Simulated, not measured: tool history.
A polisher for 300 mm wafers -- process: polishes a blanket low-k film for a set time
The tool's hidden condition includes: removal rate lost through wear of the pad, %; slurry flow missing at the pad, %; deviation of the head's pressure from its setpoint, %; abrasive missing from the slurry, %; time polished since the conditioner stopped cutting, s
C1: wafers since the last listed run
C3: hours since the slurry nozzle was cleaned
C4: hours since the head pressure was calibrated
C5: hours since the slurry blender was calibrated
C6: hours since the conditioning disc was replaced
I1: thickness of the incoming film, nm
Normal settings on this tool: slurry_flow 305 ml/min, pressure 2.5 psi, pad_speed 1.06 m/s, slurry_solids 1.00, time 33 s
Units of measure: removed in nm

run 1 day=0.000 | slurry_flow=305 pressure=2.5 pad_speed=1.06 slurry_solids=1.00 time=33 | C1=0 wafers_polished_on_this_pad=1989 C3=224.6 C4=670.4 C5=158.1 C6=100.5 | I1=678.7 | removed=18.7
-- day=0.788 worn pad replaced by a new one
run 2 day=0.854 | slurry_flow=305 pressure=2.5 pad_speed=1.06 slurry_solids=1.00 time=33 | C1=288 wafers_polished_on_this_pad=28 C3=245.1 C4=690.9 C5=178.6 C6=121.0 | I1=679.8 | removed=18.6
-- day=1.788 slurry blender recalibrated
run 3 day=2.229 | slurry_flow=305 pressure=2.5 pad_speed=1.06 slurry_solids=1.00 time=33 | C1=542 wafers_polished_on_this_pad=571 C3=278.1 C4=723.9 C5=10.6 C6=154.0 | I1=661.9 | removed=19.3
-- day=5.338 slurry nozzle cleaned
run 4 day=6.171 | slurry_flow=305 pressure=2.5 pad_speed=1.06 slurry_solids=1.00 time=33 | C1=1637 wafers_polished_on_this_pad=2208 C3=20.0 C4=818.5 C5=105.2 C6=248.6 | I1=659.4 | removed=18.7
-- day=6.883 worn pad replaced by a new one, of another model than before
run 5 day=7.633 | slurry_flow=305 pressure=2.5 pad_speed=1.06 slurry_solids=1.00 time=33 | C1=544 wafers_polished_on_this_pad=314 C3=55.1 C4=853.6 C5=140.3 C6=283.7 | I1=669.8 | removed=18.5
run 6 day=8.562 | slurry_flow=305 pressure=2.5 pad_speed=1.06 slurry_solids=1.00 time=33 | C1=390 wafers_polished_on_this_pad=704 C3=77.4 C4=875.9 C5=162.6 C6=306.0 | I1=665.3 | removed=18.4
-- day=9.321 head pressure recalibrated
run 7 day=9.654 | slurry_flow=305 pressure=2.5 pad_speed=1.06 slurry_solids=1.00 time=33 | C1=423 wafers_polished_on_this_pad=1127 C3=103.6 C4=8.0 C5=188.8 C6=332.2 | I1=681.3 | removed=18.0
-- day=10.362 slurry blender recalibrated
run 8 day=11.154 | slurry_flow=305 pressure=2.5 pad_speed=1.06 slurry_solids=1.00 time=33 | C1=594 wafers_polished_on_this_pad=1722 C3=139.6 C4=44.0 C5=19.0 C6=368.2 | I1=675.6 | removed=19.5
-- day=12.150 worn pad replaced by a new one
run 9 day=12.171 | slurry_flow=305 pressure=2.5 pad_speed=1.06 slurry_solids=1.00 time=33 | C1=356 wafers_polished_on_this_pad=8 C3=164.0 C4=68.4 C5=43.4 C6=392.6 | I1=672.3 | removed=19.6
run 10 day=13.096 | slurry_flow=305 pressure=2.5 pad_speed=1.06 slurry_solids=1.00 time=33 | C1=388 wafers_polished_on_this_pad=396 C3=186.2 C4=90.6 C5=65.6 C6=414.8 | I1=669.9 | removed=19.3
run 11 day=13.871 | slurry_flow=305 pressure=2.5 pad_speed=1.06 slurry_solids=0.90 time=33 | C1=325 wafers_polished_on_this_pad=722 C3=204.8 C4=109.2 C5=84.2 C6=433.4 | I1=667.3 | removed=18.6

Run 12 comes next. What will it give?
run 12 day=14.575 | slurry_flow=305 pressure=2.5 pad_speed=1.06 slurry_solids=0.85 time=33 | C1=295 wafers_polished_on_this_pad=1017 C3=221.7 C4=126.1 C5=101.1 C6=450.3 | I1=666.1 | removed=?

{"run 12": {"removed": 18.0}}
Without the tool's hidden state the same run would have given removed 18.3 nm.
